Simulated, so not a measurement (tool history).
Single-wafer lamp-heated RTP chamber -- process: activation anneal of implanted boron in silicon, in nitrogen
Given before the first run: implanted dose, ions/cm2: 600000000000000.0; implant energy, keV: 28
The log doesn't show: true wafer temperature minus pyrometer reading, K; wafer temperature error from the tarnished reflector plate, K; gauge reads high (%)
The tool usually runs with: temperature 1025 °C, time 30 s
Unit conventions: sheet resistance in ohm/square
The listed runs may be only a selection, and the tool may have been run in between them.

run	day	temperature	time	wafers since the last listed run	wafers since the last pyrometer calibration	wafers since the reflector plate was cleaned	hours since the gauge calibration	read-back reference wafer on the same gauge, sheet resistance	sheet resistance
1	0	1025	30	0	2840	4969	439.2	201	181.12
2	1.012	1047	30	290	3131	5260	463.5	201.03	179.37
3	4.042	1047	30	870	4001	6131	536.2	201.05	179.28
4	5.454	1047	30	405	4407	6537	570.1	201.12	178.94
5	8.188	1037	30	785	5192	7322	635.7	201.01	179.83
6	9.142	1037	30	274	5467	7596	658.6	201.01	179.77
7	10.617	1041	30	423	5890	8020	694	200.9	179.49
# day 11.188: pyrometer window cleaned and pyrometer calibrated
8	11.208	1041	30	74	6	8094	708.2	200.95	179.88
9	12.629	1025	30	408	414	8503	742.3	200.97	181.32
10	14.462	1025	36	526	941	9030	786.3	201.03	181.17
11	15.667	1025	36	346	1287	9376	815.2	200.89	180.91
12	16.679	1025	30	290	1578	9667	839.5	201.08	182.02
13	17.654	1025	30	280	1858	9947	862.9	200.99	182.03
14	18.783	1025	30	324	2182	10271	890	200.94	181.62
15	20.121	1045	46	384	2567	10656	922.1	201.05	178.62
16	21.5	999	30	396	2963	11052	955.2	201.03	185.73
17	22.046	1045	30	156	3120	11209	968.3	201.01	179.73
18	23.35	1046	22	374	3495	11583	999.6	201.05	179.82
19	24.392	998	30	299	3794	11883	1024.6	200.91	185.76
# day 24.875: gauge calibrated
20	25.15	1013	45	217	4012	12101	6.6	201.04	181.79
21	26.05	1025	18	258	4271	12359	28.2	200.97	182
22	26.958	1013	45	261	4532	12620	50	201.04	181.8
23	27.579	1038	24	178	4710	12799	64.9	201.02	179.98
# day 28.1: reflector plate cleaned
24	28.121	1034	30	59	4770	6	77.9	201.01	180.08
25	29.296	1025	30	337	5107	343	106.1	200.97	180.62
26	29.908	1025	14	176	5283	519	120.8	201.07	182.56
27	30.612	1011	17	202	5486	722	137.7	201.06	183.64
28	31.458	1025	13	243	5729	965	158	201.07	181.86
# day 32.708: pyrometer window cleaned and pyrometer calibrated
29	32.729	1025	30	269	6	1234	188.5	201.07	181.4
30	33.921	1025	47	342	348	1576	217.1	201.02	180.26
31	35.046	1033	45	323	671	1900	244.1	201.02	179.71
32	35.829	1025	44	225	896	2125	262.9	200.95	180.54
33	36.704	1049	14	251	1148	2376	283.9	201.05	181.38
34	37.396	1005	30	198	1347	2575	300.5	200.93	184.85
35	37.908	1036	25	147	1494	2722	312.8	200.97	180.79
36	39.271	1025	30	391	1886	3114	345.5	200.97	181.34
37	40.229	1011	36	275	2161	3389	368.5	200.98	183.08

The next listed run, before its measurement:
38	41.221	1055	30	284	2446	3674	392.3	?	?

read-back reference wafer on the same gauge, sheet resistance: 200.95
sheet resistance: 178.65 ohm/square
With the hidden condition absent and the run-to-run variation left alone, this run would have shown sheet resistance 178.83 ohm/square.

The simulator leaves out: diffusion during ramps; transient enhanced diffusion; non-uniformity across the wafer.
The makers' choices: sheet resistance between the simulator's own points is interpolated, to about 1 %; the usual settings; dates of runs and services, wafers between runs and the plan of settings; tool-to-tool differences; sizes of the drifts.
